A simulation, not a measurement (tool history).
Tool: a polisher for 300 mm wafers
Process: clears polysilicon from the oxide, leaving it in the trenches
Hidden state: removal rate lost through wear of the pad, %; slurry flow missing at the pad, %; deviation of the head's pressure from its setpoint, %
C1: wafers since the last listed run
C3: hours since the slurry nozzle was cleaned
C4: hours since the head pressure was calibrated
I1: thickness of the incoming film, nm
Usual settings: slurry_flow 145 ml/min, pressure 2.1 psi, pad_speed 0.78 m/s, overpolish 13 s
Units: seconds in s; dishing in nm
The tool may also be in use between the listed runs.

Run 1, hour 0.0: usual settings but pressure 2.5 psi; C1 0; wafers polished on this pad 258; C3 81.3; C4 148.9; I1 329.1. Result: seconds 32.3 s, dishing 59.2 nm.
Run 2, hour 11.8: usual settings but pressure 2.5 psi; C1 90; wafers polished on this pad 349; C3 93.1; C4 160.7; I1 330.1. Result: seconds 32.3 s, dishing 57.6 nm.
Run 3, hour 19.9: usual settings; C1 61; wafers polished on this pad 411; C3 101.2; C4 168.8; I1 332.3. Result: seconds 36.0 s, dishing 53.9 nm.
Run 4, hour 27.5: usual settings but slurry_flow 125 ml/min; C1 58; wafers polished on this pad 469; C3 108.8; C4 176.4; I1 330.9. Result: seconds 38.6 s, dishing 52.9 nm.
Run 5, hour 35.5: usual settings; C1 61; wafers polished on this pad 530; C3 116.8; C4 184.4; I1 332.5. Result: seconds 37.2 s, dishing 55.7 nm.
Run 6, hour 48.1: usual settings; C1 96; wafers polished on this pad 626; C3 129.4; C4 197.0; I1 327.2. Result: seconds 37.1 s, dishing 55.9 nm.
Run 7, hour 56.3: usual settings; C1 62; wafers polished on this pad 689; C3 137.6; C4 205.2; I1 335.5. Result: seconds 37.5 s, dishing 54.5 nm.
Run 8, hour 63.8: usual settings; C1 57; wafers polished on this pad 746; C3 145.1; C4 212.7; I1 324.0. Result: seconds 36.1 s, dishing 55.1 nm.
Run 9, hour 78.3: usual settings; C1 110; wafers polished on this pad 857; C3 159.6; C4 227.2; I1 331.0. Result: seconds 37.7 s, dishing 55.2 nm.
Run 10, hour 88.5: usual settings but pad_speed 0.98 m/s; C1 78; wafers polished on this pad 935; C3 169.8; C4 237.4; I1 327.3. Result: seconds 29.5 s, dishing 59.3 nm.
Run 11, hour 114.5: usual settings; C1 198; wafers polished on this pad 1134; C3 195.8; C4 263.4; I1 334.2. Result: seconds 38.5 s, dishing 54.6 nm.
Run 12, hour 132.4: usual settings; C1 136; wafers polished on this pad 1271; C3 213.7; C4 281.3; I1 336.6. Result: seconds 38.2 s, dishing 54.4 nm.
Run 13, hour 139.9: usual settings; C1 57; wafers polished on this pad 1329; C3 221.2; C4 288.8; I1 331.0. Result: seconds 38.7 s, dishing 53.5 nm.
At hour 147.6: slurry nozzle cleaned.
At hour 152.7: worn pad replaced by a new one.
Run 14, hour 153.2: usual settings; C1 63; wafers polished on this pad 4; C3 5.6; C4 302.1; I1 334.1. Result: seconds 36.3 s, dishing 58.1 nm.
Run 15, hour 157.3: usual settings; C1 31; wafers polished on this pad 35; C3 9.7; C4 306.2; I1 330.5. Result: seconds 36.2 s, dishing 56.3 nm.
Run 16, hour 168.2: usual settings but slurry_flow 120 ml/min, pad_speed 0.66 m/s; C1 83; wafers polished on this pad 118; C3 20.6; C4 317.1; I1 333.2. Result: seconds 44.5 s, dishing 52.1 nm.
Run 17, hour 179.0: usual settings but slurry_flow 120 ml/min, pad_speed 0.66 m/s; C1 82; wafers polished on this pad 201; C3 31.4; C4 327.9; I1 329.1. Result: seconds 43.9 s, dishing 51.2 nm.
Run 18, hour 185.7: usual settings but overpolish 5 s; C1 51; wafers polished on this pad 252; C3 38.1; C4 334.6; I1 329.8. Result: seconds 35.8 s, dishing 32.8 nm.
Run 19, hour 197.3: usual settings but pressure 1.6 psi; C1 88; wafers polished on this pad 341; C3 49.7; C4 346.2; I1 331.7. Result: seconds 43.4 s, dishing 51.8 nm.
Run 20, hour 208.2: usual settings but slurry_flow 175 ml/min; C1 83; wafers polished on this pad 424; C3 60.6; C4 357.1; I1 323.0. Result: seconds 34.1 s, dishing 56.1 nm.
Run 21, hour 220.8: usual settings; C1 96; wafers polished on this pad 521; C3 73.2; C4 369.7; I1 325.3. Result: seconds 35.3 s, dishing 55.4 nm.
Run 22, hour 234.9: usual settings; C1 107; wafers polished on this pad 629; C3 87.3; C4 383.8; I1 334.0. Result: seconds 36.2 s, dishing 58.1 nm.
Run 23, hour 240.9: usual settings but overpolish 7 s; C1 45; wafers polished on this pad 675; C3 93.3; C4 389.8; I1 328.1. Result: seconds 35.6 s, dishing 40.7 nm.
Run 24, hour 257.0: usual settings but pressure 2.4 psi, overpolish 18 s; C1 123; wafers polished on this pad 798; C3 109.4; C4 405.9; I1 330.2. Result: seconds 32.7 s, dishing 61.1 nm.
Run 25, hour 263.0: usual settings but slurry_flow 160 ml/min, pressure 1.8 psi, overpolish 16 s; C1 45; wafers polished on this pad 844; C3 115.4; C4 411.9; I1 329.9. Result: seconds 39.7 s, dishing 58.2 nm.
Run 26, hour 277.7: usual settings but slurry_flow 165 ml/min, pressure 2.3 psi, pad_speed 0.56 m/s, overpolish 17 s; C1 112; wafers polished on this pad 956; C3 130.1; C4 426.6; I1 329.2. Result: seconds 46.0 s, dishing 55.7 nm.
At hour 286.6: head pressure recalibrated.
Run 27, hour 292.5: usual settings but slurry_flow 130 ml/min; C1 97; wafers polished on this pad 1054; C3 144.9; C4 5.9; I1 325.6. Result: seconds 39.6 s, dishing 54.8 nm.
Run 28, hour 299.4: usual settings; C1 52; wafers polished on this pad 1107; C3 151.8; C4 12.8; I1 333.1. Result: seconds 39.5 s, dishing 55.9 nm.
Run 29, hour 314.3: usual settings but slurry_flow 175 ml/min, pressure 1.9 psi, pad_speed 0.50 m/s; C1 114; wafers polished on this pad 1221; C3 166.7; C4 27.7; I1 331.6. Result: seconds 62.0 s, dishing 40.6 nm.
Run 30, hour 325.8: usual settings; C1 87; wafers polished on this pad 1309; C3 178.2; C4 39.2; I1 328.4. Result: seconds 38.7 s, dishing 53.2 nm.
At hour 333.8: worn pad replaced by a new one.
Run 31, hour 339.5: usual settings but pad_speed 0.64 m/s; C1 74; wafers polished on this pad 43; C3 191.9; C4 52.9; I1 332.6. Result: seconds 47.4 s, dishing 48.9 nm.
Run 32, hour 351.8: usual settings but overpolish 10 s; C1 94; wafers polished on this pad 137; C3 204.2; C4 65.2; I1 327.1. Result: seconds 38.8 s, dishing 47.6 nm.
Run 33, hour 359.6: usual settings; C1 59; wafers polished on this pad 197; C3 212.0; C4 73.0; I1 329.2. Result: seconds 38.5 s, dishing 53.6 nm.
Run 34, hour 368.3: usual settings; C1 66; wafers polished on this pad 264; C3 220.7; C4 81.7; I1 329.1. Result: seconds 39.0 s, dishing 53.6 nm.
At hour 371.3: slurry nozzle cleaned.
Run 35, hour 378.5: usual settings; C1 70; wafers polished on this pad 334; C3 7.2; C4 91.9; I1 333.3. Result: seconds 36.2 s, dishing 55.6 nm.

Forecast each of these 4 alternatives for the next run:
Run A, hour 378.9: usual settings; C1 3; wafers polished on this pad 337; C3 7.6; C4 92.3; I1 327.6. Result: seconds ?, dishing ?.
Run B, hour 378.9: usual settings but pressure 2.5 psi, pad_speed 0.66 m/s, overpolish 7 s; C1 3; wafers polished on this pad 337; C3 7.6; C4 92.3; I1 327.6. Result: seconds ?, dishing ?.
Run C, hour 378.9: usual settings but slurry_flow 105 ml/min, pad_speed 1.06 m/s; C1 3; wafers polished on this pad 337; C3 7.6; C4 92.3; I1 327.6. Result: seconds ?, dishing ?.
Run D, hour 378.9: usual settings but pad_speed 0.60 m/s; C1 3; wafers polished on this pad 337; C3 7.6; C4 92.3; I1 327.6. Result: seconds ?, dishing ?.

run  seconds  dishing
  A     36.7     55.5
  B     37.8     39.7
  C     29.2     60.1
  D     47.7     49.4
Without the tool's hidden state the same runs would have given:
run  seconds  dishing
  A     38.1     54.7
  B     39.3     38.7
  C     30.3     59.4
  D     49.6     48.4

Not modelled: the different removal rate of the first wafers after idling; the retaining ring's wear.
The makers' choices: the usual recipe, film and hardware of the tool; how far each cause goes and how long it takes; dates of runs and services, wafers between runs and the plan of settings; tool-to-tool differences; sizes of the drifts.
